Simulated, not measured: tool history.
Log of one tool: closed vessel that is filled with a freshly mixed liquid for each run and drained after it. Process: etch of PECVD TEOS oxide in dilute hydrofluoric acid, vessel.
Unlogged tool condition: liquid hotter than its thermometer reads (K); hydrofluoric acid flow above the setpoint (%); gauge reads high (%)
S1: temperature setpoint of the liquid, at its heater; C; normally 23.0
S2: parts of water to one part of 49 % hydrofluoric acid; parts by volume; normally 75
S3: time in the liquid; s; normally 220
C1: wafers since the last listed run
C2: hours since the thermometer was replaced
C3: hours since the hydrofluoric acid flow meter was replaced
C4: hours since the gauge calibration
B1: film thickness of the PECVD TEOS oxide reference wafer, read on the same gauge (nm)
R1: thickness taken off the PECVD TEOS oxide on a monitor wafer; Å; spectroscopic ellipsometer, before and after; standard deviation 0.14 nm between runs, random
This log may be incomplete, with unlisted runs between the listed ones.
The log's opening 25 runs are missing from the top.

run 26 hour=662.3 | S1=23.0 S2=55 S3=220 | C1=1983 C2=501.4 C3=372.3 C4=288.1 | B1=39.96 | R1=364.0
run 27 hour=687.3 | S1=18.0 S2=55 S3=175 | C1=2395 C2=526.4 C3=397.3 C4=313.1 | B1=39.97 | R1=235.1
run 28 hour=702.2 | S1=21.0 S2=75 S3=340 | C1=1427 C2=541.3 C3=412.2 C4=328.0 | B1=40.00 | R1=370.6
run 29 hour=734.4 | S1=21.5 S2=75 S3=220 | C1=3085 C2=573.5 C3=444.4 C4=360.2 | B1=39.98 | R1=242.7
run 30 hour=763.5 | S1=19.5 S2=55 S3=335 | C1=2788 C2=602.6 C3=473.5 C4=389.3 | B1=39.98 | R1=478.9
run 31 hour=791.7 | S1=23.0 S2=75 S3=220 | C1=2701 C2=630.8 C3=501.7 C4=417.5 | B1=39.99 | R1=260.2
run 32 hour=808.6 | S1=28.0 S2=75 S3=295 | C1=1619 C2=647.7 C3=518.6 C4=434.4 | B1=39.98 | R1=424.8
run 33 hour=824.3 | S1=23.0 S2=90 S3=220 | C1=1504 C2=663.4 C3=534.3 C4=450.1 | B1=39.99 | R1=213.1

Each row is a separate what-if for the run after 33, all from the same tool condition, not one after another. Results?
run A hour=825.0 | S1=23.0 S2=75 S3=220 | C1=67 C2=664.1 C3=535.0 C4=450.8 | B1=? | R1=?
run B hour=825.0 | S1=25.0 S2=60 S3=300 | C1=67 C2=664.1 C3=535.0 C4=450.8 | B1=? | R1=?
run C hour=825.0 | S1=23.0 S2=45 S3=260 | C1=67 C2=664.1 C3=535.0 C4=450.8 | B1=? | R1=?
run D hour=825.0 | S1=23.0 S2=50 S3=220 | C1=67 C2=664.1 C3=535.0 C4=450.8 | B1=? | R1=?

run=A B1=40.01 R1=261.9
run=B B1=40.01 R1=493.6
run=C B1=40.01 R1=536.4
run=D B1=40.01 R1=405.8
Stripped of hidden state, with their random variation kept, the same runs would have yielded:
run=A R1=253.2
run=B R1=477.3
run=C R1=518.3
run=D R1=392.1

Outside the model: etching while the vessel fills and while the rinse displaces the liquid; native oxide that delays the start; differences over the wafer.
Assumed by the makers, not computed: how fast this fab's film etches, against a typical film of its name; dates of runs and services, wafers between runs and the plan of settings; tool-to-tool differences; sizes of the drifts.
